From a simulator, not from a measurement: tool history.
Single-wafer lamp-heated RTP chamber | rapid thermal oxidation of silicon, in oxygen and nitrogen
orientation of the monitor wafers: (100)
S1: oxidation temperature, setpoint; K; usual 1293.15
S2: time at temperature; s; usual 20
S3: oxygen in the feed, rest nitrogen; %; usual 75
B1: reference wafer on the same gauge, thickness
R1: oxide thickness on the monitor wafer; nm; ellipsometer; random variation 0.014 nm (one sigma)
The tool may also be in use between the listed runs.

run,hour,S1,S2,S3,B1,R1
1,0,1293.15,20,75,3.277,3.556
2,42.7,1293.15,20,75,3.282,3.616
3,102.1,1293.15,20,75,3.28,3.592
# hour 133.8: pyrometer window cleaned and pyrometer calibrated
4,162.6,1293.15,20,75,3.278,3.559
5,217.9,1293.15,20,75,3.282,3.546
6,264.1,1293.15,20,75,3.278,3.537
7,313.8,1293.15,20,75,3.28,3.58
# hour 353.4: oxygen flow controller replaced
# hour 353.8: gauge calibrated
8,368.4,1293.15,20,75,3.284,3.541
9,435.8,1293.15,18,75,3.278,3.425
10,502.8,1293.15,20,67,3.28,3.438
11,548.7,1293.15,20,67,3.281,3.422
12,585.1,1293.15,20,75,3.281,3.583
13,640.3,1307.15,26,75,3.28,4.374
14,670.6,1293.15,20,75,3.277,3.592
15,721.7,1319.15,12,67,3.281,3.385
16,789.7,1313.15,10,56,3.282,2.934
17,853,1265.15,20,90,3.281,3.229
18,891.5,1293.15,20,75,3.282,3.632
# hour 913.3: pyrometer window cleaned and pyrometer calibrated
19,954.4,1272.15,13,45,3.278,2.414
20,1019.3,1309.15,16,75,3.277,3.614
21,1071.1,1266.15,20,75,3.278,3.013
22,1103.4,1310.15,20,75,3.283,3.987
23,1158.7,1320.15,28,49,3.277,4.228

4 ways to go on from here, each from the tool as it stands after run 23. What would each give?
A,1159.2,1293.15,20,98,?,?
B,1159.2,1307.15,10,98,?,?
C,1159.2,1264.15,13,59,?,?
D,1159.2,1276.15,14,50,?,?

run,B1,R1
A,3.28,3.883
B,3.28,3.288
C,3.28,2.457
D,3.28,2.56
Without the tool's hidden state the same runs would have given:
run,R1
A,3.846
B,3.259
C,2.441
D,2.542
